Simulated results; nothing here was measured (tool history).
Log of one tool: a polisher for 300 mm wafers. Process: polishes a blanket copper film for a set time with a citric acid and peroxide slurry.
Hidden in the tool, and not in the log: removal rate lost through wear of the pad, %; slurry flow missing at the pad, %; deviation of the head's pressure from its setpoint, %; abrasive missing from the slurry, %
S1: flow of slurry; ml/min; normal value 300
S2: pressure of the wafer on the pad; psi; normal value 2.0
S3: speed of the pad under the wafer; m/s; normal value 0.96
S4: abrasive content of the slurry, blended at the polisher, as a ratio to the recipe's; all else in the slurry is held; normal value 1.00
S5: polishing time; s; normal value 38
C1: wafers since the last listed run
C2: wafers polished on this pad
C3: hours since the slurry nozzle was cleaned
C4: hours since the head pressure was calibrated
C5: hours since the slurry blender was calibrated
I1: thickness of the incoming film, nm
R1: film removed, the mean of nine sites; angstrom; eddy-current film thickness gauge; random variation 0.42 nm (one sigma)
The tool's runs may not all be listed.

run	hour	S1	S2	S3	S4	S5	C1	C2	C3	C4	C5	I1	R1
1	0.0	240	2.0	0.96	0.85	38	0	700	503.2	1275.1	180.7	907.0	391
2	11.9	240	2.0	0.96	0.85	38	131	831	515.1	1287.0	192.6	894.1	394
3	21.8	300	2.0	0.96	1.00	33	108	940	525.0	1296.9	202.5	906.8	362
# hour 26.5: worn pad replaced by a new one
4	36.1	220	2.0	0.96	1.00	29	113	105	539.3	1311.2	216.8	898.4	327
5	44.9	220	2.0	0.96	1.00	29	96	202	548.1	1320.0	225.6	903.3	320
6	60.9	300	2.0	0.74	1.00	38	176	378	564.1	1336.0	241.6	885.4	331
7	69.7	300	2.0	0.74	1.00	38	96	475	572.9	1344.8	250.4	905.2	336
8	83.9	300	2.0	0.96	1.00	38	156	631	587.1	1359.0	264.6	893.3	416
# hour 91.8: slurry blender recalibrated
9	92.1	340	1.5	0.82	1.00	38	68	699	595.3	1367.2	0.3	891.4	275
# hour 99.5: slurry nozzle cleaned
# hour 104.2: head pressure recalibrated
10	108.6	300	2.2	0.96	1.00	38	148	848	9.1	4.4	16.8	909.8	464
# hour 124.4: worn pad replaced by a new one
11	125.6	390	2.0	0.96	1.00	38	143	13	26.1	21.4	33.8	882.6	458

Estimate the outcome of run 12 from the log above:
12	135.5	300	2.0	0.96	1.00	47	108	122	36.0	31.3	43.7	908.1	?

Run 12 came out at R1 549 angstrom.
The same run, on a tool lacking any hidden state, would have yielded R1 564 angstrom.
